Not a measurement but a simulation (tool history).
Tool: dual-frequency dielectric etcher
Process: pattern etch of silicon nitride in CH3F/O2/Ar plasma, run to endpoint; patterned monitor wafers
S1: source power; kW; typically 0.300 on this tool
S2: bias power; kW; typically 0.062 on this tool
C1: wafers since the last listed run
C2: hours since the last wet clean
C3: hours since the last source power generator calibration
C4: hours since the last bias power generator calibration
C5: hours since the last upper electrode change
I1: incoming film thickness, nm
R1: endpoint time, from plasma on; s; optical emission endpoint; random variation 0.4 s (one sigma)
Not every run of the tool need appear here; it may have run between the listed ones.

run,hour,S1,S2,C1,C2,C3,C4,C5,I1,R1
1,0.0,0.300,0.062,0,56.4,1573.0,1890.1,2587.5,34.25,58.3
2,78.0,0.300,0.062,1335,134.4,1651.0,1968.1,2665.5,34.50,58.7
3,175.4,0.300,0.062,1668,231.8,1748.4,2065.5,2762.9,34.28,58.9
4,257.0,0.240,0.067,1397,313.4,1830.0,2147.1,2844.5,34.03,64.4
5,351.2,0.240,0.067,1613,407.6,1924.2,2241.3,2938.7,34.10,64.7
6,400.6,0.340,0.062,845,457.0,1973.6,2290.7,2988.1,34.13,54.2
# hour 498.7: wet clean of the chamber
# hour 506.0: upper electrode replaced
7,506.5,0.300,0.073,1277,7.8,2079.5,2396.6,0.5,34.08,55.7
8,567.6,0.270,0.062,1046,68.9,2140.6,2457.7,61.6,34.30,61.9
9,606.5,0.360,0.067,666,107.8,2179.5,2496.6,100.5,34.48,52.0

Run 10 comes next. What will it give?
10,697.3,0.300,0.056,1554,198.6,2270.3,2587.4,191.3,34.27,?

R1: 59.1 s
The same run, on a tool lacking any hidden state, would have yielded R1 59.1 s.
